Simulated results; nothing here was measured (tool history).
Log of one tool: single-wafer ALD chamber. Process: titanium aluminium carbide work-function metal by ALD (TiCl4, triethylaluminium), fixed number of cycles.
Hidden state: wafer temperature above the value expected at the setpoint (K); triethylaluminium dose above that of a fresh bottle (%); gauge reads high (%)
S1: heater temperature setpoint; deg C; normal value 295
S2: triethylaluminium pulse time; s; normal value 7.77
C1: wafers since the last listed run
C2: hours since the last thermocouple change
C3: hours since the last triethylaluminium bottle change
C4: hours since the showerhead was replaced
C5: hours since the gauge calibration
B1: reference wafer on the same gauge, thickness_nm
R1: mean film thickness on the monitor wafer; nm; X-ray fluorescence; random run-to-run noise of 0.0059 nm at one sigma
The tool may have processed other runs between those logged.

{"run": 1, "hour": 0.0, "S1": 295, "S2": 7.77, "C1": 0, "C2": 1703.5, "C3": 755.1, "C4": 3375.7, "C5": 2.2, "B1": 1.9, "R1": 1.721}
{"run": 2, "hour": 61.3, "S1": 295, "S2": 7.77, "C1": 535, "C2": 1764.8, "C3": 816.4, "C4": 3437, "C5": 63.5, "B1": 1.901, "R1": 1.715}
{"run": 3, "hour": 121.9, "S1": 302, "S2": 7.77, "C1": 529, "C2": 1825.4, "C3": 877, "C4": 3497.6, "C5": 124.1, "B1": 1.901, "R1": 1.763}
{"run": 4, "hour": 188.4, "S1": 302, "S2": 7.77, "C1": 581, "C2": 1891.9, "C3": 943.5, "C4": 3564.1, "C5": 190.6, "B1": 1.9, "R1": 1.76}
{"run": 5, "hour": 239.3, "S1": 302, "S2": 7.77, "C1": 444, "C2": 1942.8, "C3": 994.4, "C4": 3615, "C5": 241.5, "B1": 1.898, "R1": 1.753}
{"run": 6, "hour": 339.0, "S1": 295, "S2": 7.77, "C1": 871, "C2": 2042.5, "C3": 1094.1, "C4": 3714.7, "C5": 341.2, "B1": 1.9, "R1": 1.698}
{"run": 7, "hour": 391.4, "S1": 295, "S2": 7.77, "C1": 457, "C2": 2094.9, "C3": 1146.5, "C4": 3767.1, "C5": 393.6, "B1": 1.899, "R1": 1.689}
{"run": 8, "hour": 425.4, "S1": 295, "S2": 7.77, "C1": 297, "C2": 2128.9, "C3": 1180.5, "C4": 3801.1, "C5": 427.6, "B1": 1.901, "R1": 1.699}
{"hour": 456.1, "done": "triethylaluminium bottle replaced"}
{"hour": 487.7, "done": "thermocouple changed; heater temperature recalibrated"}
{"run": 9, "hour": 490.7, "S1": 299, "S2": 7.77, "C1": 430, "C2": 3, "C3": 34.6, "C4": 3866.4, "C5": 492.9, "B1": 1.898, "R1": 1.793}
{"hour": 525.2, "done": "showerhead replaced"}
{"run": 10, "hour": 560.9, "S1": 299, "S2": 7.77, "C1": 543, "C2": 73.2, "C3": 104.8, "C4": 35.7, "C5": 563.1, "B1": 1.898, "R1": 1.784}

Estimate the outcome of run 11 from the log above:
{"hour": 597.7, "done": "gauge calibrated"}
{"run": 11, "hour": 629.8, "S1": 290, "S2": 5.57, "C1": 602, "C2": 142.1, "C3": 173.7, "C4": 104.6, "C5": 32.1, "B1": "?", "R1": "?"}

B1: 1.901
R1: 1.515 nm
Minus the tool's unlogged condition, the same run would have read R1 1.551 nm.

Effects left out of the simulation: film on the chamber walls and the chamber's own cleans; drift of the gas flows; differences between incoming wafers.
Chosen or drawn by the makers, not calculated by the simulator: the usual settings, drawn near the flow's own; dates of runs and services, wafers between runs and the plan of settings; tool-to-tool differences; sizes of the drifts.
